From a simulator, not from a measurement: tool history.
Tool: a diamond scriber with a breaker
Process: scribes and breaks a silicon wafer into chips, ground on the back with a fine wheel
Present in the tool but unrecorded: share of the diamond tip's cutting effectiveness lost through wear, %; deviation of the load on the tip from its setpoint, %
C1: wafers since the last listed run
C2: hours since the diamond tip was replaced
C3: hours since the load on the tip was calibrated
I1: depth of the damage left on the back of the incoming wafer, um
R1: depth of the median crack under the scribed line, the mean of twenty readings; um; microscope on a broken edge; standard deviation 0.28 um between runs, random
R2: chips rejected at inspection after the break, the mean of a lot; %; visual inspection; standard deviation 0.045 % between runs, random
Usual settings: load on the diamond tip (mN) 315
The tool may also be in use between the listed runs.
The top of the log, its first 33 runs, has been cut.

run 34 day=71.65 | load_on_the_diamond_tip_(mN)=392 | C1=106 C2=303.3 C3=1021.4 | I1=2.69 | R1=15.2 R2=1.49
run 35 day=72.842 | load_on_the_diamond_tip_(mN)=315 | C1=46 C2=331.9 C3=1050 | I1=1.8 | R1=13.98 R2=1.63
run 36 day=75.433 | load_on_the_diamond_tip_(mN)=357 | C1=102 C2=394.1 C3=1112.2 | I1=1.7 | R1=15.09 R2=0.87
run 37 day=78.283 | load_on_the_diamond_tip_(mN)=352 | C1=112 C2=462.5 C3=1180.6 | I1=2.92 | R1=14.48 R2=1.38
run 38 day=79.808 | load_on_the_diamond_tip_(mN)=349 | C1=60 C2=499.1 C3=1217.2 | I1=2.93 | R1=14.3 R2=1.59
run 39 day=81.867 | load_on_the_diamond_tip_(mN)=315 | C1=81 C2=548.5 C3=1266.6 | I1=1.54 | R1=13.86 R2=1.83
run 40 day=84.583 | load_on_the_diamond_tip_(mN)=315 | C1=106 C2=613.7 C3=1331.8 | I1=1.9 | R1=14.01 R2=2.01
run 41 day=85.958 | load_on_the_diamond_tip_(mN)=350 | C1=54 C2=646.7 C3=1364.8 | I1=2.69 | R1=14.7 R2=1.48
run 42 day=88.254 | load_on_the_diamond_tip_(mN)=246 | C1=90 C2=701.8 C3=1419.9 | I1=2.93 | R1=12.24 R2=7.54

Predict each of these 3 candidate next runs independently; none follows another, all start after run 42:
run A day=88.283 | load_on_the_diamond_tip_(mN)=315 | C1=1 C2=702.5 C3=1420.6 | I1=2.32 | R1=? R2=?
run B day=88.283 | load_on_the_diamond_tip_(mN)=232 | C1=1 C2=702.5 C3=1420.6 | I1=2.32 | R1=? R2=?
run C day=88.283 | load_on_the_diamond_tip_(mN)=242 | C1=1 C2=702.5 C3=1420.6 | I1=2.32 | R1=? R2=?

run=A R1=13.77 R2=2.25
run=B R1=12.14 R2=9.28
run=C R1=12.34 R2=8.04
With no hidden state in the tool, these same runs would have given:
run=A R1=14.85 R2=0.99
run=B R1=13.09 R2=4.36
run=C R1=13.31 R2=3.56
